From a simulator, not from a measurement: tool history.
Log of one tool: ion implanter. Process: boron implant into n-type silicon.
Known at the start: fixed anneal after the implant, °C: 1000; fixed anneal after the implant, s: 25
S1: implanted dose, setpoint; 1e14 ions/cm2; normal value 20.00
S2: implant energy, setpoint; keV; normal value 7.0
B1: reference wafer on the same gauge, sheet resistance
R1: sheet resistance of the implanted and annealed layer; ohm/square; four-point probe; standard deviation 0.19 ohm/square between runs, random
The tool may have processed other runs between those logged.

run,hour,S1,S2,B1,R1
1,0.0,20.00,6.5,124.98,130.96
2,39.8,20.00,6.5,125.00,131.25
# hour 53.3: gauge calibrated
3,67.3,20.00,6.5,124.99,131.15
4,93.3,20.00,7.0,125.02,126.28
5,164.3,20.00,7.0,125.03,126.39
6,230.9,22.05,7.0,125.00,124.72
7,312.5,20.00,7.0,124.97,126.22
8,372.1,22.27,7.0,124.96,124.80
9,440.9,22.27,7.0,125.01,124.61
# hour 579.2: extraction supply calibrated
10,580.5,20.00,7.0,124.98,127.91
# hour 642.4: Faraday cup replaced and dose calibrated
11,643.3,20.00,7.0,124.99,127.68
12,682.2,20.00,7.0,125.00,127.95
13,724.2,20.00,7.0,124.97,128.00
14,759.6,20.00,7.0,125.00,128.12
15,831.1,20.00,7.0,124.97,128.02
16,874.0,25.22,5.0,124.94,147.77
17,934.7,14.18,9.0,124.98,123.34
18,981.6,20.00,7.0,125.08,127.71
19,1008.9,20.00,7.0,125.00,127.98
# hour 1032.1: gauge calibrated
20,1052.3,14.12,5.0,124.99,156.18
21,1113.4,22.33,5.0,124.93,148.61
22,1147.4,20.00,8.0,125.05,119.72
23,1182.3,14.56,8.0,125.05,127.67
24,1214.9,20.00,6.0,125.00,137.76
25,1258.2,14.04,8.0,124.99,129.12
26,1314.1,20.00,7.0,125.00,127.57
27,1363.4,25.23,4.5,125.04,154.10
28,1420.1,18.21,4.5,124.99,157.47
# hour 1437.1: Faraday cup replaced and dose calibrated
29,1472.4,20.00,7.0,125.04,127.48

Forecast each of these 4 alternatives for the next run:
A,1472.8,25.53,7.0,?,?
B,1472.8,14.47,5.5,?,?
C,1472.8,25.67,8.0,?,?
D,1472.8,25.05,8.5,?,?

run,B1,R1
A,125.03,125.45
B,125.03,149.49
C,125.03,116.53
D,125.03,112.89
What these runs would have given with no unlogged condition in the tool:
run,R1
A,125.59
B,149.62
C,116.66
D,113.02
